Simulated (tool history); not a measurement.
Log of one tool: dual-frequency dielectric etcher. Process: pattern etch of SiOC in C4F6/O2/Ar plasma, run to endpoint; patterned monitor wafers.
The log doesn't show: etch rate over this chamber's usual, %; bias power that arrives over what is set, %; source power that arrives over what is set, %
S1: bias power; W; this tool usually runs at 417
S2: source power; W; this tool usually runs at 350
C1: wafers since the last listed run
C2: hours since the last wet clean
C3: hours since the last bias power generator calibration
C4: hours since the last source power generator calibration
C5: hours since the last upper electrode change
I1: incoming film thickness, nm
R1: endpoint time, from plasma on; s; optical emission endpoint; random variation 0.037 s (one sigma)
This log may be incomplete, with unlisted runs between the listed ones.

run 1 hour=0 | S1=417 S2=350 | C1=0 C2=331.3 C3=2600.6 C4=2322 C5=3564.2 | I1=25.36 | R1=9.4
-- hour=68.3 wet clean of the chamber
run 2 hour=68.8 | S1=497 S2=350 | C1=636 C2=0.5 C3=2669.4 C4=2390.8 C5=3633 | I1=25.16 | R1=8.5
run 3 hour=114.3 | S1=497 S2=350 | C1=646 C2=46 C3=2714.9 C4=2436.3 C5=3678.5 | I1=25.29 | R1=8.6
run 4 hour=172.3 | S1=497 S2=350 | C1=823 C2=104 C3=2772.9 C4=2494.3 C5=3736.5 | I1=25.34 | R1=8.7
run 5 hour=212.7 | S1=417 S2=320 | C1=573 C2=144.4 C3=2813.3 C4=2534.7 C5=3776.9 | I1=25.05 | R1=9.5
run 6 hour=239 | S1=417 S2=320 | C1=373 C2=170.7 C3=2839.6 C4=2561 C5=3803.2 | I1=25.06 | R1=9.6
run 7 hour=280.6 | S1=417 S2=320 | C1=590 C2=212.3 C3=2881.2 C4=2602.6 C5=3844.8 | I1=25.48 | R1=9.7
run 8 hour=305.2 | S1=417 S2=350 | C1=349 C2=236.9 C3=2905.8 C4=2627.2 C5=3869.4 | I1=24.92 | R1=9.3
run 9 hour=352.1 | S1=417 S2=350 | C1=666 C2=283.8 C3=2952.7 C4=2674.1 C5=3916.3 | I1=25.5 | R1=9.5
-- hour=438.9 upper electrode replaced
run 10 hour=439.4 | S1=417 S2=350 | C1=899 C2=371.1 C3=3040 C4=2761.4 C5=0.5 | I1=25.02 | R1=9.4
-- hour=465 wet clean of the chamber
run 11 hour=471.4 | S1=492 S2=350 | C1=113 C2=6.4 C3=3072 C4=2793.4 C5=32.5 | I1=25.31 | R1=8.7
run 12 hour=513.1 | S1=452 S2=430 | C1=592 C2=48.1 C3=3113.7 C4=2835.1 C5=74.2 | I1=25.1 | R1=8.3
run 13 hour=560.2 | S1=316 S2=280 | C1=669 C2=95.2 C3=3160.8 C4=2882.2 C5=121.3 | I1=25.48 | R1=11.4
run 14 hour=614.5 | S1=343 S2=400 | C1=771 C2=149.5 C3=3215.1 C4=2936.5 C5=175.6 | I1=24.98 | R1=9.6
run 15 hour=677.7 | S1=450 S2=310 | C1=897 C2=212.7 C3=3278.3 C4=2999.7 C5=238.8 | I1=25.27 | R1=9.4
run 16 hour=740.2 | S1=417 S2=380 | C1=887 C2=275.2 C3=3340.8 C4=3062.2 C5=301.3 | I1=24.84 | R1=9
-- hour=796.2 wet clean of the chamber
-- hour=799 bias power generator calibrated
run 17 hour=799.5 | S1=417 S2=350 | C1=461 C2=3.3 C3=0.5 C4=3121.5 C5=360.6 | I1=25.38 | R1=9.2
run 18 hour=825.8 | S1=338 S2=350 | C1=373 C2=29.6 C3=26.8 C4=3147.8 C5=386.9 | I1=25.1 | R1=10
-- hour=867.2 source power generator calibrated
run 19 hour=892.5 | S1=333 S2=350 | C1=890 C2=96.3 C3=93.5 C4=25.3 C5=453.6 | I1=24.92 | R1=10
run 20 hour=930.1 | S1=379 S2=260 | C1=534 C2=133.9 C3=131.1 C4=62.9 C5=491.2 | I1=25.41 | R1=10.8
run 21 hour=995.6 | S1=417 S2=350 | C1=930 C2=199.4 C3=196.6 C4=128.4 C5=556.7 | I1=25.39 | R1=9.3
run 22 hour=1048.4 | S1=464 S2=310 | C1=750 C2=252.2 C3=249.4 C4=181.2 C5=609.5 | I1=25.09 | R1=9.4
run 23 hour=1119.9 | S1=322 S2=350 | C1=1015 C2=323.7 C3=320.9 C4=252.7 C5=681 | I1=25.18 | R1=10.4

Branching from run 23: 3 alternative next runs. What would each branch give?
run A hour=1120.3 | S1=417 S2=350 | C1=5 C2=324.1 C3=321.3 C4=253.1 C5=681.4 | I1=25.04 | R1=?
run B hour=1120.3 | S1=369 S2=320 | C1=5 C2=324.1 C3=321.3 C4=253.1 C5=681.4 | I1=25.04 | R1=?
run C hour=1120.3 | S1=417 S2=420 | C1=5 C2=324.1 C3=321.3 C4=253.1 C5=681.4 | I1=25.04 | R1=?

run=A R1=9.4
run=B R1=10.2
run=C R1=8.7
What these runs would have given with no unlogged condition in the tool:
run=A R1=9.2
run=B R1=9.9
run=C R1=8.6
